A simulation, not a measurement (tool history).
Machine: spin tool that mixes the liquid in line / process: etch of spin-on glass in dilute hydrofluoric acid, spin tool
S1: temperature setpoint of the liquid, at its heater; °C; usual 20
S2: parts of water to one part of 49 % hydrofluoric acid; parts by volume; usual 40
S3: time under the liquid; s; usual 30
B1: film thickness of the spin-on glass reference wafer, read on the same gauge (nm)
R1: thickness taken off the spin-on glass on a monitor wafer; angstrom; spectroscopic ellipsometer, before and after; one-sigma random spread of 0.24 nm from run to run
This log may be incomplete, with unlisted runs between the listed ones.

run,hour,S1,S2,S3,B1,R1
1,0,20,40,30,59.93,465.7
2,26.2,20,40,30,60.03,466.7
3,72.8,22,40,30,59.99,509.6
4,106.5,20,40,30,60.01,467.7
# hour 116.2: thermometer replaced
5,149.8,20,40,30,60,471.6
6,174.8,20,40,30,60,474.3
7,223.5,20,50,30,60.04,376.5
8,270.4,20,30,30,60,644.9
9,334.9,20,40,35,59.99,556.4
10,460.8,20,40,35,59.99,565.3
11,528,20,40,15,59.99,245
# hour 560.8: hydrofluoric acid flow meter replaced
12,584.3,20,60,40,60,400
# hour 595.1: gauge calibrated
13,623.8,20,25,30,59.96,751.1
14,658.9,20,50,15,60.05,185.1
15,723.8,20,45,40,59.97,550.5
16,794.4,20,60,30,60.01,303.3
17,859.1,20,55,15,60.01,170
18,914.7,24,40,15,60.01,281.2
19,965.1,17.5,30,15,59.95,287.9
20,1004.3,23.5,25,20,59.95,604.4
21,1053.8,20,45,30,60,427.8
22,1101.2,20,40,30,59.97,483.6
# hour 1116.2: hydrofluoric acid flow meter replaced
23,1159.3,20,40,40,60,619.2
24,1225.5,20,50,20,60.04,245.2
25,1293.5,20,40,45,59.98,710.8
26,1347.4,20,40,30,60.03,471
27,1416.1,21.5,55,20,60,240.5
28,1452.7,17.5,30,15,59.96,287
29,1502.1,20,40,30,60,479.1
30,1537,23.5,40,15,60.02,278.6
31,1598.8,20,25,15,59.97,394.3
32,1657.3,20,20,30,60.01,988.9
33,1701.4,20,40,30,59.99,490.3

Measured result minus the same run's result without the hidden state. Both carry the same run-to-run variation, though not necessarily the same gauge scatter:
Hidden state present: liquid colder than its thermometer reads (K); hydrofluoric acid flow above the setpoint (%); gauge reads high (%).
run,R1
1,+4.8
2,+6
3,+8.6
4,+9.4
5,+11.3
6,+12.6
7,+11.7
8,+22.3
9,+22.6
10,+29.2
11,+14
12,+1.3
13,+5
14,+1.9
15,+8.9
16,+7
17,+4.9
18,+9.4
19,+10.7
20,+24.5
21,+19.5
22,+23.9
23,+5.6
24,+3.7
25,+15.1
26,+12.4
27,+7.8
28,+10.1
29,+19.1
30,+12
31,+18.6
32,+51.6
33,+28
